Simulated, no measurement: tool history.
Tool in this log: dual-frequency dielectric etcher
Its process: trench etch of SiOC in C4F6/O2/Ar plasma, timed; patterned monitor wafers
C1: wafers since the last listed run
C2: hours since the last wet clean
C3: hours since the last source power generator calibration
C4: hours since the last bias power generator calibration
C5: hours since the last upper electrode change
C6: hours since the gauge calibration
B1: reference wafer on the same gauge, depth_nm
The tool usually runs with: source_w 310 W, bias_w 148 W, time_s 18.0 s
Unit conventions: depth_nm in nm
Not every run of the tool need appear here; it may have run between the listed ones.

run 1 day=0.000 | source_w=310 bias_w=148 time_s=22.0 | C1=0 C2=296.1 C3=3355.1 C4=1864.2 C5=2625.1 C6=1580.9 | B1=38.73 | depth_nm=40.38
-- day=0.971 source power generator calibrated
run 2 day=1.946 | source_w=350 bias_w=126 time_s=18.0 | C1=927 C2=342.8 C3=23.4 C4=1910.9 C5=2671.8 C6=1627.6 | B1=38.68 | depth_nm=31.97
run 3 day=6.412 | source_w=310 bias_w=139 time_s=15.5 | C1=2328 C2=450.0 C3=130.6 C4=2018.1 C5=2779.0 C6=1734.8 | B1=38.69 | depth_nm=28.24
run 4 day=9.138 | source_w=310 bias_w=148 time_s=14.0 | C1=1420 C2=515.4 C3=196.0 C4=2083.5 C5=2844.4 C6=1800.2 | B1=38.64 | depth_nm=26.09
run 5 day=11.042 | source_w=310 bias_w=148 time_s=14.0 | C1=992 C2=561.1 C3=241.7 C4=2129.2 C5=2890.1 C6=1845.9 | B1=38.69 | depth_nm=26.13
-- day=12.946 wet clean of the chamber
run 6 day=15.062 | source_w=310 bias_w=148 time_s=18.0 | C1=1574 C2=50.8 C3=338.2 C4=2225.7 C5=2986.6 C6=1942.4 | B1=38.74 | depth_nm=33.86
-- day=17.829 upper electrode replaced, of another model than before
run 7 day=17.850 | source_w=310 bias_w=148 time_s=18.0 | C1=931 C2=117.7 C3=405.1 C4=2292.6 C5=0.5 C6=2009.3 | B1=38.68 | depth_nm=33.52
run 8 day=21.296 | source_w=290 bias_w=148 time_s=13.0 | C1=1796 C2=200.4 C3=487.8 C4=2375.3 C5=83.2 C6=2092.0 | B1=38.77 | depth_nm=24.27
run 9 day=26.633 | source_w=310 bias_w=161 time_s=20.0 | C1=2782 C2=328.5 C3=615.9 C4=2503.4 C5=211.3 C6=2220.1 | B1=38.68 | depth_nm=38.63
run 10 day=29.271 | source_w=250 bias_w=138 time_s=18.0 | C1=1375 C2=391.8 C3=679.2 C4=2566.7 C5=274.6 C6=2283.4 | B1=38.73 | depth_nm=32.16
run 11 day=33.746 | source_w=390 bias_w=118 time_s=18.0 | C1=2333 C2=499.2 C3=786.6 C4=2674.1 C5=382.0 C6=2390.8 | B1=38.75 | depth_nm=32.27
-- day=35.054 wet clean of the chamber
run 12 day=36.233 | source_w=310 bias_w=148 time_s=18.0 | C1=775 C2=28.3 C3=846.3 C4=2733.8 C5=441.7 C6=2450.5 | B1=38.71 | depth_nm=33.61
run 13 day=39.704 | source_w=310 bias_w=123 time_s=18.0 | C1=1809 C2=111.6 C3=929.6 C4=2817.1 C5=525.0 C6=2533.8 | B1=38.68 | depth_nm=31.76
run 14 day=42.650 | source_w=340 bias_w=148 time_s=18.0 | C1=1535 C2=182.3 C3=1000.3 C4=2887.8 C5=595.7 C6=2604.5 | B1=38.77 | depth_nm=33.82
run 15 day=45.375 | source_w=310 bias_w=148 time_s=18.0 | C1=1420 C2=247.7 C3=1065.7 C4=2953.2 C5=661.1 C6=2669.9 | B1=38.76 | depth_nm=33.72
run 16 day=46.962 | source_w=310 bias_w=183 time_s=18.0 | C1=827 C2=285.8 C3=1103.8 C4=2991.3 C5=699.2 C6=2708.0 | B1=38.70 | depth_nm=36.01
-- day=47.512 gauge calibrated
run 17 day=49.396 | source_w=310 bias_w=157 time_s=14.0 | C1=1268 C2=344.2 C3=1162.2 C4=3049.7 C5=757.6 C6=45.2 | B1=38.65 | depth_nm=26.47
run 18 day=51.517 | source_w=340 bias_w=184 time_s=22.0 | C1=1105 C2=395.1 C3=1213.1 C4=3100.6 C5=808.5 C6=96.1 | B1=38.67 | depth_nm=44.40
-- day=53.125 bias power generator calibrated
run 19 day=54.146 | source_w=260 bias_w=148 time_s=14.5 | C1=1283 C2=458.2 C3=1276.2 C4=24.5 C5=871.6 C6=159.2 | B1=38.66 | depth_nm=26.56
run 20 day=57.162 | source_w=310 bias_w=148 time_s=18.0 | C1=1572 C2=530.6 C3=1348.6 C4=96.9 C5=944.0 C6=231.6 | B1=38.70 | depth_nm=33.62

Run 21, settings as shown, results not yet in. Your forecast:
run 21 day=59.983 | source_w=270 bias_w=148 time_s=23.0 | C1=1470 C2=598.3 C3=1416.3 C4=164.6 C5=1011.7 C6=299.3 | B1=? | depth_nm=?

B1: 38.67
depth_nm: 42.18 nm
Without the tool's hidden state the same run would have given depth_nm 42.28 nm.

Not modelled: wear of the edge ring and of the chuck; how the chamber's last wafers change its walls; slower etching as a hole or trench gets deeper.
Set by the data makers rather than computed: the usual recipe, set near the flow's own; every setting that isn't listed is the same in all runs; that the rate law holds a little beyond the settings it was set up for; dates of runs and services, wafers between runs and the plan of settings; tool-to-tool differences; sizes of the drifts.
